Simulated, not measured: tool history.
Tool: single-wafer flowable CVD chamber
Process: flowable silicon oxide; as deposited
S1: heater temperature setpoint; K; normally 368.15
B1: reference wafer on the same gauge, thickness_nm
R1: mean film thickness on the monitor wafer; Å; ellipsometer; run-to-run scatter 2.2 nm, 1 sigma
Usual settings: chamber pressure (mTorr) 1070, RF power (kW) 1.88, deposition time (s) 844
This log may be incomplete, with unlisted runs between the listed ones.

Run 1, hour 0: usual settings but S1 374.15 K; B1 866.989. Result: R1 6034.73 Å.
Run 2, hour 30.1: usual settings but S1 374.15 K; B1 867.191. Result: R1 6003.73 Å.
Run 3, hour 45.8: usual settings but RF power (kW) 1.98; B1 867.444. Result: R1 7623.07 Å.
Run 4, hour 67.7: usual settings but RF power (kW) 1.98; B1 866.963. Result: R1 7588.96 Å.
Run 5, hour 90.5: usual settings but RF power (kW) 1.98; B1 867.233. Result: R1 7570.84 Å.
Run 6, hour 117.2: usual settings; B1 866.441. Result: R1 7480.92 Å.
Run 7, hour 136.4: usual settings; B1 866.401. Result: R1 7475.14 Å.
Run 8, hour 156.3: usual settings; B1 867.189. Result: R1 7433.56 Å.
At hour 179.4: showerhead replaced, of another model than before.
Run 9, hour 179.9: usual settings but S1 356.15 K, deposition time (s) 947; B1 868.008. Result: R1 12993.64 Å.
At hour 194.9: capacitance manometer re-zeroed and calibrated.
Run 10, hour 199.9: usual settings but S1 356.15 K, deposition time (s) 947; B1 867.142. Result: R1 13843.62 Å.
Run 11, hour 220.1: usual settings but S1 356.15 K, deposition time (s) 947; B1 867.498. Result: R1 13934.04 Å.
Run 12, hour 237.5: usual settings but S1 373.15 K, chamber pressure (mTorr) 1190, RF power (kW) 1.745; B1 866.876. Result: R1 7064.92 Å.
At hour 249.7: RF generator calibrated.
Run 13, hour 265.3: usual settings but chamber pressure (mTorr) 1150, RF power (kW) 2.16, deposition time (s) 923; B1 866.672. Result: R1 9575.61 Å.
At hour 290.1: thermocouple changed; heater temperature recalibrated.
Run 14, hour 292.4: usual settings but RF power (kW) 2, deposition time (s) 701; B1 867.091. Result: R1 6806.52 Å.
Run 15, hour 318.6: usual settings but chamber pressure (mTorr) 1210, deposition time (s) 684; B1 867.071. Result: R1 7189.21 Å.
Run 16, hour 340.2: usual settings but S1 356.15 K, deposition time (s) 947; B1 867.266. Result: R1 13858.13 Å.
Run 17, hour 365.5: usual settings but RF power (kW) 1.98; B1 866.162. Result: R1 8149.1 Å.
At hour 380.7: gauge calibrated.
Run 18, hour 396: usual settings but S1 374.15 K, deposition time (s) 766; B1 867.066. Result: R1 5814.42 Å.
Run 19, hour 417.7: usual settings; B1 866.795. Result: R1 8078.87 Å.
Run 20, hour 434.5: usual settings but S1 356.15 K, RF power (kW) 2.185; B1 866.978. Result: R1 12798.17 Å.
Run 21, hour 465.5: usual settings but S1 374.15 K, chamber pressure (mTorr) 1310, RF power (kW) 2.065, deposition time (s) 692; B1 867.332. Result: R1 6287.44 Å.
Run 22, hour 480.1: usual settings; B1 866.62. Result: R1 8053.56 Å.

Below are 4 alternative next runs, each starting from the tool's condition after run 22. Predict each:
Run A, hour 480.7: usual settings but deposition time (s) 911; B1 ?. Result: R1 ?.
Run B, hour 480.7: usual settings but S1 382.15 K, chamber pressure (mTorr) 950, RF power (kW) 1.985, deposition time (s) 760; B1 ?. Result: R1 ?.
Run C, hour 480.7: usual settings but S1 359.15 K; B1 ?. Result: R1 ?.
Run D, hour 480.7: usual settings but chamber pressure (mTorr) 1260; B1 ?. Result: R1 ?.

run       B1        R1
  A  866.765   8688.92
  B  866.765   3954.33
  C  866.765  11123.26
  D  866.765   9129.65
With the hidden condition removed and each run's random variation left untouched, the same runs would have given:
run        R1
  A   8643.05
  B    3931.5
  C  11064.55
  D   9081.46
